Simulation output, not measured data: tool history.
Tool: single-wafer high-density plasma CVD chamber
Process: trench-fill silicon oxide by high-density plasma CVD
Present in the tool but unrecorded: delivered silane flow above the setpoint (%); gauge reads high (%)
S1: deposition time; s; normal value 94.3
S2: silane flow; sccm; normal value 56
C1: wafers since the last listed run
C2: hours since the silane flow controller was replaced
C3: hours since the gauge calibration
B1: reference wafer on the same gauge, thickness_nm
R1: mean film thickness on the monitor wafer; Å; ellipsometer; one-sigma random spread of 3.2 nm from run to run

Run 1, hour 0.0: usual settings but S1 89.4 s, S2 50 sccm; C1 0; C2 2937.0; C3 334.4; B1 596.514. Result: R1 5286.47 Å.
Run 2, hour 28.0: usual settings but S1 89.4 s, S2 50 sccm; C1 351; C2 2965.0; C3 362.4; B1 598.534. Result: R1 5248.44 Å.
Run 3, hour 48.9: usual settings; C1 262; C2 2985.9; C3 383.3; B1 598.580. Result: R1 5848.19 Å.
Run 4, hour 64.0: usual settings but S1 85.9 s, S2 65 sccm; C1 189; C2 3001.0; C3 398.4; B1 598.943. Result: R1 5787.80 Å.
Run 5, hour 82.0: usual settings but S1 85.9 s, S2 65 sccm; C1 225; C2 3019.0; C3 416.4; B1 599.842. Result: R1 5828.19 Å.
Run 6, hour 116.3: usual settings; C1 430; C2 3053.3; C3 450.7; B1 600.493. Result: R1 5931.20 Å.
Run 7, hour 143.3: usual settings; C1 338; C2 3080.3; C3 477.7; B1 601.717. Result: R1 5905.39 Å.
Run 8, hour 158.3: usual settings; C1 188; C2 3095.3; C3 492.7; B1 601.467. Result: R1 5910.61 Å.
Run 9, hour 177.0: usual settings; C1 234; C2 3114.0; C3 511.4; B1 604.195. Result: R1 5915.53 Å.
Run 10, hour 195.6: usual settings; C1 233; C2 3132.6; C3 530.0; B1 604.015. Result: R1 5931.72 Å.
Run 11, hour 223.1: usual settings; C1 344; C2 3160.1; C3 557.5; B1 604.723. Result: R1 5976.14 Å.
Run 12, hour 245.7: usual settings; C1 283; C2 3182.7; C3 580.1; B1 605.787. Result: R1 5941.16 Å.
Run 13, hour 274.9: usual settings; C1 366; C2 3211.9; C3 609.3; B1 606.756. Result: R1 5953.82 Å.
At hour 291.2: silane flow controller replaced.
At hour 302.8: gauge calibrated.
Run 14, hour 310.8: usual settings but S1 104.6 s; C1 349; C2 19.6; C3 8.0; B1 594.021. Result: R1 6500.93 Å.
Run 15, hour 342.1: usual settings but S2 47 sccm; C1 392; C2 50.9; C3 39.3; B1 594.199. Result: R1 5303.90 Å.
Run 16, hour 357.4: usual settings but S1 101.2 s; C1 191; C2 66.2; C3 54.6; B1 595.312. Result: R1 6294.54 Å.
Run 17, hour 386.3: usual settings but S1 82.6 s, S2 62 sccm; C1 362; C2 95.1; C3 83.5; B1 594.240. Result: R1 5390.34 Å.
Run 18, hour 420.2: usual settings but S1 85.9 s, S2 65 sccm; C1 425; C2 129.0; C3 117.4; B1 594.449. Result: R1 5766.11 Å.
Run 19, hour 442.6: usual settings but S1 77.6 s, S2 46 sccm; C1 280; C2 151.4; C3 139.8; B1 595.050. Result: R1 4396.85 Å.
Run 20, hour 541.7: usual settings; C1 1242; C2 250.5; C3 238.9; B1 596.387. Result: R1 5855.73 Å.
Run 21, hour 560.9: usual settings; C1 240; C2 269.7; C3 258.1; B1 597.976. Result: R1 5895.21 Å.
Run 22, hour 593.2: usual settings but S1 101.6 s, S2 67 sccm; C1 405; C2 302.0; C3 290.4; B1 597.163. Result: R1 6957.29 Å.
Run 23, hour 613.1: usual settings but S1 103.5 s, S2 60 sccm; C1 249; C2 321.9; C3 310.3; B1 597.589. Result: R1 6682.19 Å.
Run 24, hour 638.3: usual settings but S2 65 sccm; C1 316; C2 347.1; C3 335.5; B1 598.687. Result: R1 6343.51 Å.
Run 25, hour 664.5: usual settings but S1 84.9 s, S2 49 sccm; C1 328; C2 373.3; C3 361.7; B1 599.953. Result: R1 4959.75 Å.

Alternative continuations, all from the tool just after run 25; predict every row:
Run A, hour 664.9: usual settings; C1 5; C2 373.7; C3 362.1; B1 ?. Result: R1 ?.
Run B, hour 664.9: usual settings but S2 46 sccm; C1 5; C2 373.7; C3 362.1; B1 ?. Result: R1 ?.
Run C, hour 664.9: usual settings but S2 50 sccm; C1 5; C2 373.7; C3 362.1; B1 ?. Result: R1 ?.
Run D, hour 664.9: usual settings but S2 49 sccm; C1 5; C2 373.7; C3 362.1; B1 ?. Result: R1 ?.

run       B1       R1
  A  600.158  5894.54
  B  600.158  5368.24
  C  600.158  5578.76
  D  600.158  5526.13
Without the tool's unlogged condition, the same runs would have read:
run       R1
  A  5842.83
  B  5321.14
  C  5529.82
  D  5477.65
